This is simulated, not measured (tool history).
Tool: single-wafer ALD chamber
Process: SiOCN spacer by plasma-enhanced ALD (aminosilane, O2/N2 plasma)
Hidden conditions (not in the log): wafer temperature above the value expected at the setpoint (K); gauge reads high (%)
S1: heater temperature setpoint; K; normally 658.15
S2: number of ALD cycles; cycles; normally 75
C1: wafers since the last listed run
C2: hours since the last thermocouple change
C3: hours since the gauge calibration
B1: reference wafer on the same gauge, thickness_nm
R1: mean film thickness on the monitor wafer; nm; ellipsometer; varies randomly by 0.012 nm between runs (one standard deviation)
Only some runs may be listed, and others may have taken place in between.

run	hour	S1	S2	C1	C2	C3	B1	R1
1	0	663.15	75	0	1979.1	554.4	3.985	4.692
2	73.8	663.15	75	233	2052.9	628.2	3.979	4.676
3	123	663.15	75	155	2102.1	677.4	3.975	4.665
4	190.8	658.15	75	214	2169.9	745.2	3.974	4.685
5	269.2	658.15	75	247	2248.3	823.6	3.969	4.677
6	325.9	658.15	75	179	2305	880.3	3.966	4.652
7	379.9	658.15	75	170	2359	934.3	3.964	4.671
8	479.8	658.15	87	315	2458.9	1034.2	3.961	5.425
9	553	652.15	75	231	2532.1	1107.4	3.959	4.679
10	638.8	658.15	75	271	2617.9	1193.2	3.96	4.637
11	697.6	658.15	75	185	2676.7	1252	3.956	4.645
# hour 740: gauge calibrated
12	800.1	650.15	82	323	2779.2	60.1	4.043	5.224
13	854.9	648.15	60	173	2834	114.9	4.032	3.801
# hour 889.7: thermocouple changed; heater temperature recalibrated
14	1108.9	647.15	68	777	219.2	368.9	3.993	4.264
15	1209.1	651.15	67	316	319.4	469.1	3.984	4.169
16	1288.5	648.15	87	250	398.8	548.5	3.977	5.422
17	1361.4	651.15	69	230	471.7	621.4	3.972	4.305
18	1450.7	654.15	81	282	561	710.7	3.965	5.058
19	1556	670.15	79	332	666.3	816	3.964	4.918
20	1596.3	658.15	75	127	706.6	856.3	3.959	4.667

Some steps in R1, run to run, broken into two amounts with sign: the step expected even without the hidden condition (settings, incoming material, random variation), and the rest, left for the hidden condition together with whatever gauge scatter is not in both the measured and the hidden-condition-free result:
Run 11 -> 12: S1 658.15 -> 650.15, S2 75 -> 82, gauge calibrated. R1 +0.579 nm: hidden state +0.103, all else +0.476.
Run 12 -> 13: S1 650.15 -> 648.15, S2 82 -> 60. R1 -1.423 nm: hidden state -0.006, all else -1.417.
Run 13 -> 14: S1 648.15 -> 647.15, S2 60 -> 68, thermocouple changed; heater temperature recalibrated. R1 +0.463 nm: hidden state -0.044, all else +0.507.
Run 15 -> 16: S1 651.15 -> 648.15, S2 67 -> 87. R1 +1.253 nm: hidden state -0.033, all else +1.286.

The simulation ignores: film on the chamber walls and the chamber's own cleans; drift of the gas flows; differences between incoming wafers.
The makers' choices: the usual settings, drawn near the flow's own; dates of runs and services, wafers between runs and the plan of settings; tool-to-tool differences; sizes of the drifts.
